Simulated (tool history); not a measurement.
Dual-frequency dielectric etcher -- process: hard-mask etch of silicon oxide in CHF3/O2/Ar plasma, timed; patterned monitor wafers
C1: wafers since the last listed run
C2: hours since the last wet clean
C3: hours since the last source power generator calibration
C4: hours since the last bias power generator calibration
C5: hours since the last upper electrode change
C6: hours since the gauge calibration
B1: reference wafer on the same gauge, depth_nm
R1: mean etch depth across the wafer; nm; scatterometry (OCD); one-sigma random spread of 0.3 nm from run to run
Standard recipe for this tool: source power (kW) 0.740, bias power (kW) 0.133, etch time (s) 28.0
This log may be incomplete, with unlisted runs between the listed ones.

run 1 hour=0.0 | source_power_(kW)=0.740 bias_power_(kW)=0.133 etch_time_(s)=28.0 | C1=0 C2=393.9 C3=1376.0 C4=3642.7 C5=3457.6 C6=145.4 | B1=57.9 | R1=50.0
run 2 hour=17.9 | source_power_(kW)=0.740 bias_power_(kW)=0.133 etch_time_(s)=28.0 | C1=307 C2=411.8 C3=1393.9 C4=3660.6 C5=3475.5 C6=163.3 | B1=58.0 | R1=50.0
run 3 hour=32.8 | source_power_(kW)=0.740 bias_power_(kW)=0.133 etch_time_(s)=28.0 | C1=255 C2=426.7 C3=1408.8 C4=3675.5 C5=3490.4 C6=178.2 | B1=57.9 | R1=49.6
run 4 hour=40.0 | source_power_(kW)=0.740 bias_power_(kW)=0.133 etch_time_(s)=28.0 | C1=123 C2=433.9 C3=1416.0 C4=3682.7 C5=3497.6 C6=185.4 | B1=58.1 | R1=50.2
-- hour=102.7 wet clean of the chamber
run 5 hour=103.2 | source_power_(kW)=0.740 bias_power_(kW)=0.133 etch_time_(s)=28.0 | C1=673 C2=0.5 C3=1479.2 C4=3745.9 C5=3560.8 C6=248.6 | B1=58.1 | R1=52.5
run 6 hour=103.5 | source_power_(kW)=0.740 bias_power_(kW)=0.133 etch_time_(s)=28.0 | C1=5 C2=0.8 C3=1479.5 C4=3746.2 C5=3561.1 C6=248.9 | B1=58.0 | R1=51.9
run 7 hour=112.2 | source_power_(kW)=0.740 bias_power_(kW)=0.133 etch_time_(s)=28.0 | C1=149 C2=9.5 C3=1488.2 C4=3754.9 C5=3569.8 C6=257.6 | B1=58.2 | R1=52.2
run 8 hour=128.6 | source_power_(kW)=0.740 bias_power_(kW)=0.133 etch_time_(s)=28.0 | C1=281 C2=25.9 C3=1504.6 C4=3771.3 C5=3586.2 C6=274.0 | B1=58.1 | R1=52.1
run 9 hour=136.6 | source_power_(kW)=0.740 bias_power_(kW)=0.133 etch_time_(s)=28.0 | C1=137 C2=33.9 C3=1512.6 C4=3779.3 C5=3594.2 C6=282.0 | B1=57.8 | R1=52.4
run 10 hour=145.6 | source_power_(kW)=0.740 bias_power_(kW)=0.133 etch_time_(s)=21.0 | C1=154 C2=42.9 C3=1521.6 C4=3788.3 C5=3603.2 C6=291.0 | B1=58.0 | R1=39.0
run 11 hour=156.6 | source_power_(kW)=0.680 bias_power_(kW)=0.161 etch_time_(s)=34.5 | C1=188 C2=53.9 C3=1532.6 C4=3799.3 C5=3614.2 C6=302.0 | B1=58.0 | R1=67.4
-- hour=175.1 bias power generator calibrated
run 12 hour=175.6 | source_power_(kW)=0.590 bias_power_(kW)=0.142 etch_time_(s)=32.0 | C1=257 C2=72.9 C3=1551.6 C4=0.5 C5=3633.2 C6=321.0 | B1=57.8 | R1=56.5
run 13 hour=179.9 | source_power_(kW)=0.680 bias_power_(kW)=0.133 etch_time_(s)=24.5 | C1=73 C2=77.2 C3=1555.9 C4=4.8 C5=3637.5 C6=325.3 | B1=58.0 | R1=44.4
-- hour=183.4 gauge calibrated
run 14 hour=187.5 | source_power_(kW)=0.740 bias_power_(kW)=0.133 etch_time_(s)=28.0 | C1=130 C2=84.8 C3=1563.5 C4=12.4 C5=3645.1 C6=4.1 | B1=58.0 | R1=51.9
-- hour=214.3 upper electrode replaced, of another model than before
run 15 hour=214.8 | source_power_(kW)=0.740 bias_power_(kW)=0.102 etch_time_(s)=34.0 | C1=56 C2=112.1 C3=1590.8 C4=39.7 C5=0.5 C6=31.4 | B1=57.9 | R1=55.3
run 16 hour=215.2 | source_power_(kW)=0.800 bias_power_(kW)=0.133 etch_time_(s)=28.0 | C1=6 C2=112.5 C3=1591.2 C4=40.1 C5=0.9 C6=31.8 | B1=58.0 | R1=52.7
run 17 hour=226.1 | source_power_(kW)=0.740 bias_power_(kW)=0.133 etch_time_(s)=28.0 | C1=187 C2=123.4 C3=1602.1 C4=51.0 C5=11.8 C6=42.7 | B1=58.1 | R1=51.2
-- hour=252.7 source power generator calibrated
run 18 hour=278.6 | source_power_(kW)=0.740 bias_power_(kW)=0.133 etch_time_(s)=28.0 | C1=833 C2=175.9 C3=25.9 C4=103.5 C5=64.3 C6=95.2 | B1=57.9 | R1=51.5
run 19 hour=318.1 | source_power_(kW)=0.790 bias_power_(kW)=0.163 etch_time_(s)=31.0 | C1=678 C2=215.4 C3=65.4 C4=143.0 C5=103.8 C6=134.7 | B1=57.9 | R1=63.1

What if the next run were any one of these 4? Each begins from the tool's condition after run 19:
run A hour=318.5 | source_power_(kW)=0.740 bias_power_(kW)=0.133 etch_time_(s)=28.0 | C1=6 C2=215.8 C3=65.8 C4=143.4 C5=104.2 C6=135.1 | B1=? | R1=?
run B hour=318.5 | source_power_(kW)=0.580 bias_power_(kW)=0.110 etch_time_(s)=22.5 | C1=6 C2=215.8 C3=65.8 C4=143.4 C5=104.2 C6=135.1 | B1=? | R1=?
run C hour=318.5 | source_power_(kW)=0.740 bias_power_(kW)=0.133 etch_time_(s)=33.5 | C1=6 C2=215.8 C3=65.8 C4=143.4 C5=104.2 C6=135.1 | B1=? | R1=?
run D hour=318.5 | source_power_(kW)=0.820 bias_power_(kW)=0.106 etch_time_(s)=19.5 | C1=6 C2=215.8 C3=65.8 C4=143.4 C5=104.2 C6=135.1 | B1=? | R1=?

run=A B1=58.1 R1=50.8
run=B B1=58.1 R1=35.6
run=C B1=58.1 R1=60.8
run=D B1=58.1 R1=32.5
With no hidden state in the tool, these same runs would have given:
run=A R1=52.2
run=B R1=36.5
run=C R1=62.4
run=D R1=33.4
